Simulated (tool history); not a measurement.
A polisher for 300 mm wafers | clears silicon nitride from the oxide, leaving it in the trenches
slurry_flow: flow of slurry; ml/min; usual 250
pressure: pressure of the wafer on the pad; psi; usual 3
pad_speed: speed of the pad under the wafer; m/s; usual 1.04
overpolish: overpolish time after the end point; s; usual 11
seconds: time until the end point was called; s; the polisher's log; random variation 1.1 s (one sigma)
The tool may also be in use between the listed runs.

run,day,slurry_flow,pressure,pad_speed,overpolish,"incoming thickness of the incoming film, nm",seconds
1,0,250,3,1.04,11,80.5,73.5
2,2.579,250,3,1.04,11,80.9,73.4
3,4.846,250,3,1.04,11,78.7,72.7
4,5.862,250,3,1.04,11,79.9,73.1
5,9.704,250,3,1.04,11,81,77.7
6,10.983,250,3,1.04,11,80.5,74.6
7,13.754,250,3,1.04,11,80.5,77.1
8,15.483,250,3,1.04,11,80.3,76.4
9,17.725,250,3,1.04,11,79.4,74.2
10,20.433,250,3,1.04,11,78.8,79.3
11,23.058,300,3,1.04,11,79.4,81.2
12,24.917,300,3,1.04,11,80.7,84.9
13,26.562,250,3.4,1.04,11,79.4,74.4
14,27.971,250,3.4,1.04,11,80.7,75.8
15,29.388,250,3,0.86,11,80.3,97.2
16,30.85,250,3,0.86,11,80.1,98.4
17,32.342,250,3,0.86,11,80.1,98.4
18,34.929,320,2.4,1.04,7,81,105.6
19,36.633,250,3,1.34,14,80.5,70.6
20,38.354,250,3,0.8,11,79.6,102.4
21,40.679,250,3,1.04,11,79.8,72.5
22,49.496,250,3,1.04,7,81.6,77.1
23,52.083,250,2.3,0.76,11,81.2,126.6
24,53.771,250,3,1.04,11,78.8,76.2
25,55.158,250,3,1.04,4,79.6,76.8
26,57.283,250,3,1.04,11,79.7,75.8
27,58.754,250,3,1.04,11,80.3,71.2
28,60.254,290,2.1,1.26,17,81,91.3
29,62.108,250,3,1.04,11,79.8,76.7
30,64.125,250,2.3,1.04,8,80.9,95.8
31,71.112,250,3,1.04,11,80.1,76.2
32,74.067,250,3,1.04,8,78.6,75.8
33,76.917,210,3,1.04,11,80,71.7
34,79.362,275,2.1,0.92,15,81.2,117.4
35,81.367,160,2.7,1.04,11,80.1,84.6
36,82.542,250,4,1.04,17,80.2,54.6
37,84.879,250,3,1.04,11,80.8,76.3

Not shown: 10 entries that the log had between the listed runs. Between which runs, and how does the tool's hidden state differ before and after?
Between runs 4 and 5: slurry nozzle cleaned (day 6.567)
  removal rate lost through wear of the pad, %: 3.97 -> 4.85
  measured less the result without the state, seconds: +2.9 -> +3.8 s
Between runs 9 and 10: worn pad replaced by a new one (day 18.117)
  removal rate lost through wear of the pad, %: 5.57 -> 11.8
  measured less the result without the state, seconds: +4.1 -> +9.4 s
Between runs 11 and 12: head pressure recalibrated (day 23.633)
  removal rate lost through wear of the pad, %: 13.2 -> 13.9
  measured less the result without the state, seconds: +10.7 -> +11.8 s
Between runs 17 and 18: slurry nozzle cleaned (day 34.192)
  removal rate lost through wear of the pad, %: 15.2 -> 15.4
  measured less the result without the state, seconds: +15 -> +16.3 s
Between runs 20 and 21: worn pad replaced by a new one, repeated, since the last time left the tool worse (day 40.012)
  removal rate lost through wear of the pad, %: 15.6 -> 1.33
  measured less the result without the state, seconds: +15.9 -> +1 s
Between runs 26 and 27: worn pad replaced by a new one (day 57.708); slurry nozzle cleaned (day 57.971)
  removal rate lost through wear of the pad, %: 6.17 -> 1.88
  measured less the result without the state, seconds: +4.6 -> +1.4 s
Between runs 30 and 31: head pressure recalibrated (day 66.142)
  removal rate lost through wear of the pad, %: 4.75 -> 6.11
  measured less the result without the state, seconds: +4.6 -> +4.7 s
Between runs 32 and 33: worn pad replaced by a new one (day 76.504)
  removal rate lost through wear of the pad, %: 6.35 -> 0.578
  measured less the result without the state, seconds: +4.8 -> +0.4 s
Between runs 35 and 36: slurry nozzle cleaned (day 81.762)
  removal rate lost through wear of the pad, %: 3.4 -> 3.86
  measured less the result without the state, seconds: +2.8 -> +2.1 s
